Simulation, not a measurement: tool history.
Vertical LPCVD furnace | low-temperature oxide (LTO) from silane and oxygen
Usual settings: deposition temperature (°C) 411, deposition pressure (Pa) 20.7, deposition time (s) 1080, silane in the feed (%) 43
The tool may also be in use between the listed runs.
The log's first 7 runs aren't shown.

run    hour  deposition temperature (°C)  deposition pressure (Pa)  deposition time (s)  silane in the feed (%)  wafers since the last listed run  hours since the last temperature calibration  hours since the pressure gauge was zeroed  hours since the silane flow controller was replaced  hours since the gauge calibration  read-back reference wafer on the same gauge, thickness  film thickness on the monitor wafer in the middle of the boat (Å)
  8   315.9                          411                      20.7                 1080                      43                               219                                        3388.4                                     3596.2                                               5491.4                              195.7                                                  152.09                                                             1374.7
  9   358.9                          411                      20.7                 1080                      43                               367                                        3431.4                                     3639.2                                               5534.4                              238.7                                                  151.97                                                             1356.0
 10   419.8                          411                      20.7                 1080                      43                               520                                        3492.3                                     3700.1                                               5595.3                              299.6                                                  151.92                                                             1354.8
 11   488.5                          411                      20.7                 1080                      43                               586                                        3561.0                                     3768.8                                               5664.0                              368.3                                                  151.99                                                             1360.1
      590.4  -- thermocouples replaced and temperature profile calibrated
 12   657.7                          414                      20.7                 1080                      43                              1240                                          67.3                                     3938.0                                               5833.2                              537.5                                                  152.04                                                             1363.7
 13   700.2                          417                      20.7                 1080                      43                               363                                         109.8                                     3980.5                                               5875.7                              580.0                                                  152.18                                                             1400.8
 14   764.0                          411                      20.7                 1080                      47                               545                                         173.6                                     4044.3                                               5939.5                              643.8                                                  152.04                                                             1447.0
 15   814.8                          411                      20.7                  780                      40                               434                                         224.4                                     4095.1                                               5990.3                              694.6                                                  151.89                                                              889.4
      850.0  -- pressure gauge zeroed
 16   873.4                          411                      17.3                 1080                      43                               295                                         283.0                                       23.4                                               6048.9                              753.2                                                  152.12                                                             1121.1
      913.8  -- silane flow controller replaced
 17   919.0                          419                      16.0                 1080                      50                               184                                         328.6                                       69.0                                                  5.2                              798.8                                                  152.13                                                             1285.2
 18   953.1                          411                      20.7                  810                      43                               291                                         362.7                                      103.1                                                 39.3                              832.9                                                  151.95                                                             1005.5
 19  1009.5                          411                      19.3                  870                      48                               481                                         419.1                                      159.5                                                 95.7                              889.3                                                  152.00                                                             1120.1
     1100.7  -- gauge calibrated
 20  1214.1                          423                      20.7                  660                      43                              1748                                         623.7                                      364.1                                                300.3                              113.4                                                  152.07                                                              925.2
 21  1279.2                          411                      20.7                 1080                      43                               556                                         688.8                                      429.2                                                365.4                              178.5                                                  151.90                                                             1348.2
 22  1340.6                          414                      16.0                  930                      48                               524                                         750.2                                      490.6                                                426.8                              239.9                                                  152.00                                                             1026.3
 23  1369.4                          411                      20.7                 1080                      43                               246                                         779.0                                      519.4                                                455.6                              268.7                                                  152.08                                                             1352.4
 24  1438.0                          423                      24.7                  870                      43                               586                                         847.6                                      588.0                                                524.2                              337.3                                                  152.00                                                             1466.8
 25  1488.8                          422                      16.0                  660                      36                               434                                         898.4                                      638.8                                                575.0                              388.1                                                  152.01                                                              585.1
 26  1528.2                          411                      20.7                 1080                      43                               336                                         937.8                                      678.2                                                614.4                              427.5                                                  151.92                                                             1354.4
 27  1564.9                          411                      20.7                 1230                      43                               313                                         974.5                                      714.9                                                651.1                              464.2                                                  152.01                                                             1535.7
 28  1635.2                          411                      20.7                 1080                      43                               600                                        1044.8                                      785.2                                                721.4                              534.5                                                  152.06                                                             1354.7
 29  1703.2                          417                      24.0                 1080                      43                               580                                        1112.8                                      853.2                                                789.4                              602.5                                                  152.03                                                             1670.4
 30  1761.0                          411                      24.7                 1080                      43                               493                                        1170.6                                      911.0                                                847.2                              660.3                                                  151.98                                                             1619.1

Forecast each of these 5 alternatives for the next run:
  A  1765.5                          411                      20.7                 1080                      43                                38                                        1175.1                                      915.5                                                851.7                              664.8                                                       ?                                                                  ?
  B  1765.5                          411                      24.0                  660                      35                                38                                        1175.1                                      915.5                                                851.7                              664.8                                                       ?                                                                  ?
  C  1765.5                          402                      20.7                 1080                      43                                38                                        1175.1                                      915.5                                                851.7                              664.8                                                       ?                                                                  ?
  D  1765.5                          411                      19.3                 1080                      47                                38                                        1175.1                                      915.5                                                851.7                              664.8                                                       ?                                                                  ?
  E  1765.5                          411                      23.3                 1080                      50                                38                                        1175.1                                      915.5                                                851.7                              664.8                                                       ?                                                                  ?

run  read-back reference wafer on the same gauge, thickness  film thickness on the monitor wafer in the middle of the boat (Å)
  A                                                  151.93                                                             1348.5
  B                                                  151.93                                                              751.5
  C                                                  151.93                                                             1228.6
  D                                                  151.93                                                             1374.9
  E                                                  151.93                                                             1746.8
Without the tool's hidden state the same runs would have given:
run  film thickness on the monitor wafer in the middle of the boat (Å)
  A                                                             1297.7
  B                                                              721.3
  C                                                             1180.7
  D                                                             1324.7
  E                                                             1684.5
